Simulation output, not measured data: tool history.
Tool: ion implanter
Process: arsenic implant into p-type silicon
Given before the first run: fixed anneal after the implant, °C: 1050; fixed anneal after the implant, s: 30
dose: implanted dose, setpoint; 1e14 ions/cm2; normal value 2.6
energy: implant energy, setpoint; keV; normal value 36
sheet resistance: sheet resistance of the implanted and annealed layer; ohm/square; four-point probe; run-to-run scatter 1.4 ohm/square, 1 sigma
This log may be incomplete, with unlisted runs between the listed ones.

| run | hour | dose | energy | read-back reference wafer on the same gauge, sheet resistance | sheet resistance |
|---|---|---|---|---|---|
| 1 | 0 | 2.6 | 36 | 360.16 | 303.02 |
| 2 | 17.5 | 2.6 | 36 | 359.92 | 299.91 |
| 3 | 91.5 | 2.6 | 36 | 360.17 | 300.21 |
| 4 | 119.7 | 2.6 | 27 | 359.91 | 310.15 |
| 5 | 141.8 | 2.6 | 36 | 359.3 | 299.96 |
| 6 | 175.7 | 2.11 | 36 | 359.82 | 352.89 |
| 7 | 203.8 | 2.6 | 36 | 360.07 | 300.25 |
| 8 | 224.5 | 2.6 | 36 | 360.18 | 301.57 |
| 9 | 241.3 | 2.6 | 36 | 359.41 | 299.77 |
| 10 | 264.8 | 2.6 | 33 | 359.94 | 303.14 |
| 11 | 288.2 | 2.6 | 36 | 359.91 | 298.68 |
| 12 | 320.9 | 2.6 | 36 | 359.99 | 298.25 |
| 13 | 376.4 | 2.6 | 36 | 359.84 | 298.15 |
| 14 | 396.2 | 2.6 | 36 | 359.41 | 298.55 |
| 15 | 416.8 | 2.6 | 27.5 | 360.2 | 308.39 |
| 16 | 505.7 | 2.6 | 36 | 360.24 | 295.82 |
| 17 | 530.1 | 3.29 | 47.5 | 360.45 | 239.7 |
| 18 | 557.3 | 2.6 | 36 | 360.5 | 297.5 |
| 19 | 575.4 | 2.96 | 45.5 | 360.07 | 260.96 |
| 20 | 596.3 | 2.6 | 36 | 360.3 | 296.4 |
|  | 613.1 | gauge calibrated |
| 21 | 627.4 | 2.28 | 40 | 360.47 | 320.07 |
| 22 | 659 | 2.4 | 26.5 | 360.42 | 329.63 |
|  | 676.1 | extraction supply calibrated |
| 23 | 682.3 | 1.85 | 40.5 | 359.29 | 372.02 |
| 24 | 717 | 2.37 | 36 | 359.53 | 318.76 |
| 25 | 732.8 | 2.6 | 36 | 359.61 | 299.31 |
| 26 | 749.6 | 2.6 | 36 | 360.31 | 293.55 |
|  | 763.5 | Faraday cup replaced and dose calibrated |
| 27 | 764 | 3.23 | 31 | 359.89 | 263.46 |
| 28 | 792.1 | 3.14 | 36 | 360.07 | 264.16 |
| 29 | 820.4 | 2.19 | 47 | 359.19 | 335.16 |
| 30 | 839.5 | 2.39 | 31 | 359.7 | 333.1 |
| 31 | 860 | 2.3 | 43.5 | 359.75 | 323.63 |
| 32 | 874 | 1.9 | 36 | 360.06 | 385.21 |
| 33 | 896.3 | 2.6 | 36 | 360.4 | 306.97 |
| 34 | 923.6 | 2.3 | 43.5 | 360.19 | 324.39 |
| 35 | 954.1 | 2.6 | 36 | 359.72 | 304.13 |
| 36 | 972.1 | 2.6 | 36 | 360.22 | 302.94 |

What will run 37 give?
| 37 | 998.8 | 2.16 | 41.5 | ? | ? |

Run 37 measured read-back reference wafer on the same gauge, sheet resistance 359.87, sheet resistance 343.28 ohm/square.
With no hidden state in the tool, this same run would have given sheet resistance 344.81 ohm/square.

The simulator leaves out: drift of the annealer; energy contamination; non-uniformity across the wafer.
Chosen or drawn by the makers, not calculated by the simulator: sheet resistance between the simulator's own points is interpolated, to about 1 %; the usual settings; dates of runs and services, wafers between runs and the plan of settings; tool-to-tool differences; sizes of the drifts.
